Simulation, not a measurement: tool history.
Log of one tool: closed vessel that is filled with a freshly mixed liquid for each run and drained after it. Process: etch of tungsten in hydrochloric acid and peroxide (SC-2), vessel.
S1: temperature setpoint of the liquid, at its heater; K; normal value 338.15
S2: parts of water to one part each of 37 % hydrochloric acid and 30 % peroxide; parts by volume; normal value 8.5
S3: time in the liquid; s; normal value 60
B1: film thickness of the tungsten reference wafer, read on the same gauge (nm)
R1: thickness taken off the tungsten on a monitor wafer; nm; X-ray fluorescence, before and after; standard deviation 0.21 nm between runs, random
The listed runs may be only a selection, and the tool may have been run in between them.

{"run": 1, "day": 0.0, "S1": 338.15, "S2": 6.0, "S3": 60, "B1": 150.02, "R1": 60.88}
{"run": 2, "day": 0.492, "S1": 338.15, "S2": 6.0, "S3": 60, "B1": 149.99, "R1": 61.07}
{"run": 3, "day": 0.904, "S1": 338.15, "S2": 6.0, "S3": 60, "B1": 150.0, "R1": 60.49}
{"run": 4, "day": 1.571, "S1": 331.15, "S2": 8.5, "S3": 60, "B1": 150.0, "R1": 29.76}
{"run": 5, "day": 2.171, "S1": 331.15, "S2": 8.5, "S3": 60, "B1": 150.01, "R1": 30.12}
{"run": 6, "day": 2.825, "S1": 331.15, "S2": 8.5, "S3": 60, "B1": 149.98, "R1": 29.57}
{"run": 7, "day": 3.192, "S1": 342.65, "S2": 7.0, "S3": 60, "B1": 150.0, "R1": 71.08}
{"run": 8, "day": 3.85, "S1": 345.15, "S2": 8.5, "S3": 60, "B1": 149.99, "R1": 69.65}
{"run": 9, "day": 4.167, "S1": 338.15, "S2": 8.5, "S3": 60, "B1": 150.02, "R1": 45.86}
{"run": 10, "day": 4.425, "S1": 338.15, "S2": 8.5, "S3": 60, "B1": 150.02, "R1": 45.82}
{"run": 11, "day": 4.983, "S1": 338.15, "S2": 8.5, "S3": 60, "B1": 150.0, "R1": 45.84}
{"day": 5.246, "done": "chemicals flow meter replaced"}
{"run": 12, "day": 5.312, "S1": 334.15, "S2": 6.5, "S3": 75, "B1": 150.0, "R1": 55.4}
{"run": 13, "day": 5.833, "S1": 328.65, "S2": 10.5, "S3": 60, "B1": 150.02, "R1": 21.26}
{"day": 6.088, "done": "thermometer replaced"}
{"run": 14, "day": 6.35, "S1": 338.15, "S2": 8.5, "S3": 90, "B1": 150.0, "R1": 69.43}
{"day": 6.883, "done": "gauge calibrated"}
{"run": 15, "day": 7.054, "S1": 338.15, "S2": 8.5, "S3": 35, "B1": 150.01, "R1": 26.68}
{"run": 16, "day": 7.571, "S1": 338.15, "S2": 8.5, "S3": 90, "B1": 149.98, "R1": 68.78}
{"day": 7.833, "done": "new drum of peroxide connected"}
{"run": 17, "day": 8.112, "S1": 330.65, "S2": 8.5, "S3": 30, "B1": 150.01, "R1": 15.62}
{"run": 18, "day": 8.454, "S1": 329.15, "S2": 5.5, "S3": 45, "B1": 150.0, "R1": 29.43}
{"run": 19, "day": 9.025, "S1": 338.15, "S2": 8.5, "S3": 60, "B1": 150.01, "R1": 49.85}
{"run": 20, "day": 9.496, "S1": 338.15, "S2": 8.5, "S3": 60, "B1": 149.99, "R1": 49.63}
{"run": 21, "day": 10.121, "S1": 338.15, "S2": 8.5, "S3": 60, "B1": 150.0, "R1": 49.48}
{"run": 22, "day": 10.667, "S1": 338.15, "S2": 5.0, "S3": 60, "B1": 150.0, "R1": 74.36}
{"run": 23, "day": 11.796, "S1": 343.65, "S2": 8.5, "S3": 60, "B1": 150.02, "R1": 68.7}

Consider 5 possible next runs. They are alternatives, not a sequence: every one starts from the tool as it was left by run 23. What does each give?
{"run": "A", "day": 11.825, "S1": 338.15, "S2": 8.5, "S3": 60, "B1": "?", "R1": "?"}
{"run": "B", "day": 11.825, "S1": 334.65, "S2": 9.5, "S3": 85, "B1": "?", "R1": "?"}
{"run": "C", "day": 11.825, "S1": 343.65, "S2": 6.5, "S3": 40, "B1": "?", "R1": "?"}
{"run": "D", "day": 11.825, "S1": 328.15, "S2": 8.5, "S3": 75, "B1": "?", "R1": "?"}
{"run": "E", "day": 11.825, "S1": 341.65, "S2": 8.5, "S3": 85, "B1": "?", "R1": "?"}

run=A B1=150.00 R1=49.42
run=B B1=150.00 R1=51.53
run=C B1=150.00 R1=56.61
run=D B1=150.00 R1=32.98
run=E B1=150.00 R1=86.45
With no hidden state in the tool, these same runs would have given:
run=A R1=50.16
run=B R1=52.32
run=C R1=57.44
run=D R1=33.48
run=E R1=87.76
